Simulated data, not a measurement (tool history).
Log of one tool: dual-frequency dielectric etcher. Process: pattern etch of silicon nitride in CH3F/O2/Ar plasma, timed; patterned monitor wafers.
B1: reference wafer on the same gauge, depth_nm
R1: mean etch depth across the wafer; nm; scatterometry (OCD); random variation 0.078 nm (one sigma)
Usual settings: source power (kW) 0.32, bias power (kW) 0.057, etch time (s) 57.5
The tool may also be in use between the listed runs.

Run 1, hour 0: usual settings but etch time (s) 70.5; B1 34.89. Result: R1 40.67 nm.
At hour 44.3: wet clean of the chamber.
Run 2, hour 44.8: usual settings but etch time (s) 70.5; B1 34.89. Result: R1 41.47 nm.
Run 3, hour 58.7: usual settings; B1 34.91. Result: R1 33.92 nm.
Run 4, hour 78.1: usual settings; B1 34.91. Result: R1 33.78 nm.
Run 5, hour 95.8: usual settings but source power (kW) 0.37, bias power (kW) 0.048; B1 34.88. Result: R1 34.35 nm.
Run 6, hour 144.9: usual settings but source power (kW) 0.37, bias power (kW) 0.048; B1 34.92. Result: R1 34.32 nm.
Run 7, hour 159.3: usual settings but source power (kW) 0.37, bias power (kW) 0.048; B1 34.88. Result: R1 34.33 nm.
At hour 196.9: bias power generator calibrated.
At hour 247.2: upper electrode replaced.
Run 8, hour 247.7: usual settings but etch time (s) 68.5; B1 34.9. Result: R1 39.62 nm.
Run 9, hour 249: usual settings but etch time (s) 68.5; B1 34.91. Result: R1 39.84 nm.
Run 10, hour 270.1: usual settings but source power (kW) 0.25; B1 34.9. Result: R1 29.3 nm.
Run 11, hour 298.1: usual settings; B1 34.89. Result: R1 33.21 nm.
Run 12, hour 331.9: usual settings but source power (kW) 0.37, bias power (kW) 0.069, etch time (s) 73.5; B1 34.89. Result: R1 48.38 nm.
At hour 346.9: source power generator calibrated.
Run 13, hour 366.4: usual settings but source power (kW) 0.38, bias power (kW) 0.051, etch time (s) 72; B1 34.89. Result: R1 42.39 nm.
At hour 405.9: wet clean of the chamber.
Run 14, hour 406.4: usual settings but source power (kW) 0.35, etch time (s) 68.5; B1 34.9. Result: R1 41.47 nm.
Run 15, hour 414: usual settings but bias power (kW) 0.066, etch time (s) 69; B1 34.89. Result: R1 41.62 nm.
Run 16, hour 434.4: usual settings but etch time (s) 47; B1 34.92. Result: R1 27.13 nm.
Run 17, hour 449.1: usual settings; B1 34.91. Result: R1 33.17 nm.
Run 18, hour 473.1: usual settings but source power (kW) 0.3; B1 34.9. Result: R1 32.04 nm.
Run 19, hour 505.2: usual settings; B1 34.9. Result: R1 32.87 nm.
Run 20, hour 529.9: usual settings but source power (kW) 0.36, bias power (kW) 0.044, etch time (s) 53; B1 34.9. Result: R1 29.74 nm.
Run 21, hour 579.3: usual settings but bias power (kW) 0.053, etch time (s) 43.5; B1 34.89. Result: R1 24.22 nm.
At hour 658.6: gauge calibrated.
Run 22, hour 661.7: usual settings but source power (kW) 0.39, bias power (kW) 0.049; B1 34.92. Result: R1 34.12 nm.
Run 23, hour 691: usual settings; B1 34.9. Result: R1 32.59 nm.
Run 24, hour 714.5: usual settings but source power (kW) 0.25, bias power (kW) 0.063, etch time (s) 67.5; B1 34.88. Result: R1 34.76 nm.
Run 25, hour 741.9: usual settings but bias power (kW) 0.068; B1 34.89. Result: R1 34.19 nm.
Run 26, hour 775.3: usual settings but source power (kW) 0.34, bias power (kW) 0.063; B1 34.9. Result: R1 34.41 nm.
At hour 808.5: wet clean of the chamber.
Run 27, hour 811: usual settings but source power (kW) 0.37; B1 34.92. Result: R1 36.32 nm.
Run 28, hour 842: usual settings but source power (kW) 0.25, bias power (kW) 0.051, etch time (s) 62; B1 34.91. Result: R1 30.79 nm.
Run 29, hour 880.9: usual settings but etch time (s) 49.5; B1 34.89. Result: R1 28.87 nm.

What the log doesn't show, run by run:
bias power that arrives over what is set, %: 0 in every run
gauge reads high (%): 0 in every run
H1: etch rate over this chamber's usual, %
H2: source power that arrives over what is set, %
run      H1     H2
  1    -2.6   5.04
  2  -0.709   5.13
  3  -0.831   5.17
  4      -1   5.21
  5   -1.16   5.25
  6   -1.59   5.35
  7   -1.72   5.39
  8   -2.49   5.58
  9    -2.5   5.58
 10   -2.69   5.63
 11   -2.94   5.69
 12   -3.23   5.77
 13   -3.54  0.347
 14  -0.492  0.435
 15  -0.559  0.452
 16  -0.738  0.497
 17  -0.868  0.529
 18   -1.08  0.582
 19   -1.36  0.653
 20   -1.58  0.707
 21   -2.01  0.816
 22   -2.74  0.997
 23      -3   1.06
 24    -3.2   1.11
 25   -3.44   1.17
 26   -3.74   1.25
 27    0.29   1.33
 28  0.0176   1.39
 29  -0.324   1.48
